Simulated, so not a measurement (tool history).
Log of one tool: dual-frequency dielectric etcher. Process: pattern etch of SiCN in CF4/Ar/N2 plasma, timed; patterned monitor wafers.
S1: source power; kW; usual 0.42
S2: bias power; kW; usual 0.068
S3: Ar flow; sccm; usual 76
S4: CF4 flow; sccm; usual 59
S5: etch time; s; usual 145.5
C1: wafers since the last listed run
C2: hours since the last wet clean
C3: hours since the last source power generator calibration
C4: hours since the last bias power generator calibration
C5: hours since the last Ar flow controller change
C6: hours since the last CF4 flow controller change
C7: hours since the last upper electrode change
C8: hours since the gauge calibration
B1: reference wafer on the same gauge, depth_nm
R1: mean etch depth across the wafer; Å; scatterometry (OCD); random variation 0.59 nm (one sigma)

run 1 day=0 | S1=0.44 S2=0.068 S3=76 S4=59 S5=129.5 | C1=0 C2=233 C3=2332.1 C4=1782.5 C5=4784.9 C6=6418.6 C7=5673.5 C8=127.7 | B1=113 | R1=1177
run 2 day=0.371 | S1=0.42 S2=0.068 S3=65 S4=59 S5=145.5 | C1=53 C2=241.9 C3=2341 C4=1791.4 C5=4793.8 C6=6427.5 C7=5682.4 C8=136.6 | B1=112.9 | R1=1285
run 3 day=0.896 | S1=0.42 S2=0.068 S3=65 S4=59 S5=145.5 | C1=75 C2=254.5 C3=2353.6 C4=1804 C5=4806.4 C6=6440.1 C7=5695 C8=149.2 | B1=112.9 | R1=1303
-- day=1.15 CF4 flow controller replaced
-- day=1.875 Ar flow controller replaced
-- day=2.558 upper electrode replaced
run 4 day=2.579 | S1=0.42 S2=0.068 S3=76 S4=59 S5=145.5 | C1=71 C2=294.9 C3=2394 C4=1844.4 C5=16.9 C6=34.3 C7=0.5 C8=189.6 | B1=113 | R1=1254
run 5 day=2.592 | S1=0.42 S2=0.068 S3=76 S4=59 S5=145.5 | C1=1 C2=295.2 C3=2394.3 C4=1844.7 C5=17.2 C6=34.6 C7=0.8 C8=189.9 | B1=113 | R1=1240
run 6 day=2.638 | S1=0.42 S2=0.068 S3=92 S4=59 S5=145.5 | C1=6 C2=296.3 C3=2395.4 C4=1845.8 C5=18.3 C6=35.7 C7=1.9 C8=191 | B1=113 | R1=1198
-- day=3.129 source power generator calibrated
run 7 day=3.196 | S1=0.42 S2=0.068 S3=76 S4=59 S5=117 | C1=56 C2=309.7 C3=1.6 C4=1859.2 C5=31.7 C6=49.1 C7=15.3 C8=204.4 | B1=113 | R1=1010
-- day=3.483 bias power generator calibrated
run 8 day=3.604 | S1=0.42 S2=0.084 S3=76 S4=59 S5=145.5 | C1=34 C2=319.5 C3=11.4 C4=2.9 C5=41.5 C6=58.9 C7=25.1 C8=214.2 | B1=113.4 | R1=1392
run 9 day=4.133 | S1=0.42 S2=0.068 S3=76 S4=67 S5=124 | C1=75 C2=332.2 C3=24.1 C4=15.6 C5=54.2 C6=71.6 C7=37.8 C8=226.9 | B1=113 | R1=1073
-- day=4.192 gauge calibrated
run 10 day=4.738 | S1=0.35 S2=0.068 S3=76 S4=68 S5=125 | C1=86 C2=346.7 C3=38.6 C4=30.1 C5=68.7 C6=86.1 C7=52.3 C8=13.1 | B1=112.9 | R1=928
run 11 day=5.408 | S1=0.39 S2=0.068 S3=76 S4=59 S5=145.5 | C1=96 C2=362.8 C3=54.7 C4=46.2 C5=84.8 C6=102.2 C7=68.4 C8=29.2 | B1=112.9 | R1=1163
run 12 day=5.762 | S1=0.42 S2=0.068 S3=70 S4=72 S5=162 | C1=50 C2=371.3 C3=63.2 C4=54.7 C5=93.3 C6=110.7 C7=76.9 C8=37.7 | B1=112.7 | R1=1436
-- day=7.321 wet clean of the chamber
run 13 day=7.342 | S1=0.42 S2=0.068 S3=70 S4=72 S5=162 | C1=83 C2=0.5 C3=101.1 C4=92.6 C5=131.2 C6=148.6 C7=114.8 C8=75.6 | B1=113 | R1=1499
run 14 day=7.354 | S1=0.47 S2=0.082 S3=68 S4=59 S5=130.5 | C1=1 C2=0.8 C3=101.4 C4=92.9 C5=131.5 C6=148.9 C7=115.1 C8=75.9 | B1=112.9 | R1=1424
run 15 day=7.625 | S1=0.42 S2=0.068 S3=76 S4=59 S5=145.5 | C1=38 C2=7.3 C3=107.9 C4=99.4 C5=138 C6=155.4 C7=121.6 C8=82.4 | B1=113.3 | R1=1293
run 16 day=8.15 | S1=0.39 S2=0.06 S3=76 S4=59 S5=160.5 | C1=75 C2=19.9 C3=120.5 C4=112 C5=150.6 C6=168 C7=134.2 C8=95 | B1=113 | R1=1244
run 17 day=8.642 | S1=0.42 S2=0.068 S3=65 S4=59 S5=145.5 | C1=70 C2=31.7 C3=132.3 C4=123.8 C5=162.4 C6=179.8 C7=146 C8=106.8 | B1=112.8 | R1=1329
run 18 day=9.258 | S1=0.42 S2=0.079 S3=81 S4=54 S5=145.5 | C1=88 C2=46.5 C3=147.1 C4=138.6 C5=177.2 C6=194.6 C7=160.8 C8=121.6 | B1=113.2 | R1=1361
run 19 day=9.929 | S1=0.42 S2=0.068 S3=76 S4=59 S5=145.5 | C1=96 C2=62.6 C3=163.2 C4=154.7 C5=193.3 C6=210.7 C7=176.9 C8=137.7 | B1=113.1 | R1=1277
run 20 day=10.446 | S1=0.42 S2=0.068 S3=58 S4=67 S5=145.5 | C1=74 C2=75 C3=175.6 C4=167.1 C5=205.7 C6=223.1 C7=189.3 C8=150.1 | B1=113.1 | R1=1349
run 21 day=11.142 | S1=0.47 S2=0.052 S3=76 S4=59 S5=145.5 | C1=99 C2=91.7 C3=192.3 C4=183.8 C5=222.4 C6=239.8 C7=206 C8=166.8 | B1=112.8 | R1=1205

Some steps in R1 between neighbouring runs. How much of each would the tool show without its hidden state too (settings, what came in, random variation), and how much is left for the hidden state, with any gauge scatter that isn't in both results?
The hidden state here: etch rate over this chamber's usual, %; source power that arrives over what is set, %; bias power that arrives over what is set, %; Ar flow that arrives over what is set, %; CF4 flow that arrives over what is set, %; gauge reads high (%).
Run 7 -> 8: S2 0.068 -> 0.084, S5 117 -> 145.5, bias power generator calibrated. R1 +382 Å: hidden state -13, all else +395.
Run 8 -> 9: S2 0.084 -> 0.068, S4 59 -> 67, S5 145.5 -> 124. R1 -319 Å: hidden state +8, all else -327.
Run 12 -> 13: wet clean of the chamber. R1 +63 Å: hidden state +60, all else +3.
